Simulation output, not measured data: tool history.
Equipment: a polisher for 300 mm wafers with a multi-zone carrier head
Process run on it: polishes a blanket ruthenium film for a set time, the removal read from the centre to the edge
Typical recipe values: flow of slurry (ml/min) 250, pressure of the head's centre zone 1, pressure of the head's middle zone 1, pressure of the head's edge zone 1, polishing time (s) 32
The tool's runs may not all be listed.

run	hour	flow of slurry (ml/min)	pressure of the head's centre zone	pressure of the head's middle zone	pressure of the head's edge zone	polishing time (s)	wafers since the last listed run	wafers polished on this pad	hours since the slurry nozzle was cleaned	hours since the centre zone pressure was calibrated	hours since the edge zone pressure was calibrated	hours since the carrier head's membrane was replaced	incoming thickness of the incoming film, nm	film removed at the wafer's centre (angstrom)	film removed at mid-radius (angstrom)	film removed at the wafer's edge (angstrom)
1	0	300	1	1	1	32	0	2049	543.5	434	542.9	179.5	627.4	392	383	375
# hour 23.7: worn pad replaced by a new one
2	38.4	250	1	1	1	32	231	99	581.9	472.4	581.3	217.9	620.5	389	373	371
3	105.5	250	1	1	1	32	451	550	649	539.5	648.4	285	620.1	384	383	372
4	212.8	250	1	1	1	32	721	1271	756.3	646.8	755.7	392.3	617	386	380	376
# hour 276.4: slurry nozzle cleaned
5	303.6	250	1	1	1	32	603	1875	27.2	737.6	846.5	483.1	631.1	388	372	382
# hour 328.5: worn pad replaced by a new one
6	409.5	250	1.09	1	1	32	685	544	133.1	843.5	952.4	589	635.2	406	381	375
7	453.3	250	1.09	1	1	32	294	839	176.9	887.3	996.2	632.8	638.4	404	375	374
8	510.7	250	1.09	1	1	32	385	1225	234.3	944.7	1053.6	690.2	623.4	398	373	375
9	610.1	205	1	1	1	32	668	1893	333.7	1044.1	1153	789.6	617.8	376	365	369
# hour 613.3: centre zone pressure recalibrated
# hour 619.1: edge zone pressure recalibrated
# hour 665.4: worn pad replaced by a new one
10	681.5	250	1	1	1	35	426	108	405.1	68.2	62.4	861	634.8	422	413	407
11	758.9	250	1	1	1	32	520	628	482.5	145.6	139.8	938.4	629.5	386	378	379
# hour 790.6: carrier head's membrane replaced by a new one
12	847.3	205	1	1	1	32	560	1189	570.9	234	228.2	56.7	616.4	373	367	369
13	949.6	250	1.1	1	0.93	32	687	1877	673.2	336.3	330.5	159	621.1	412	375	359
# hour 1000.1: worn pad replaced by a new one
14	1028.3	250	1.07	0.9	0.97	29	502	189	751.9	415	409.2	237.7	629	358	309	336
15	1067.8	250	1.07	1	1	32	265	454	791.4	454.5	448.7	277.2	633.5	403	376	377
16	1135.2	250	1	1	1	32	453	908	858.8	521.9	516.1	344.6	636.4	385	378	376
# hour 1154.3: slurry nozzle cleaned
17	1200.9	340	1.09	1.07	1	32	435	1343	46.6	587.6	581.8	410.3	631.9	417	407	374
18	1299.4	250	0.91	1	1.1	21	662	2005	145.1	686.1	680.3	508.8	640.9	238	248	261
# hour 1320.3: worn pad replaced by a new one
19	1498.4	250	1	1	1.06	25	1311	1197	344.1	885.1	879.3	707.8	623.4	298	295	305
20	1536.6	250	0.93	1.06	1.07	40	256	1454	382.3	923.3	917.5	746	633	459	492	491

Run-by-run hidden state of the tool:
removal rate lost through wear of the pad, %: 0 in every run
slurry flow missing at the pad, %: 0 in every run
deviation of the centre zone's pressure from its setpoint, %: 0 in every run
deviation of the edge zone's pressure from its setpoint, %: 0 in every run
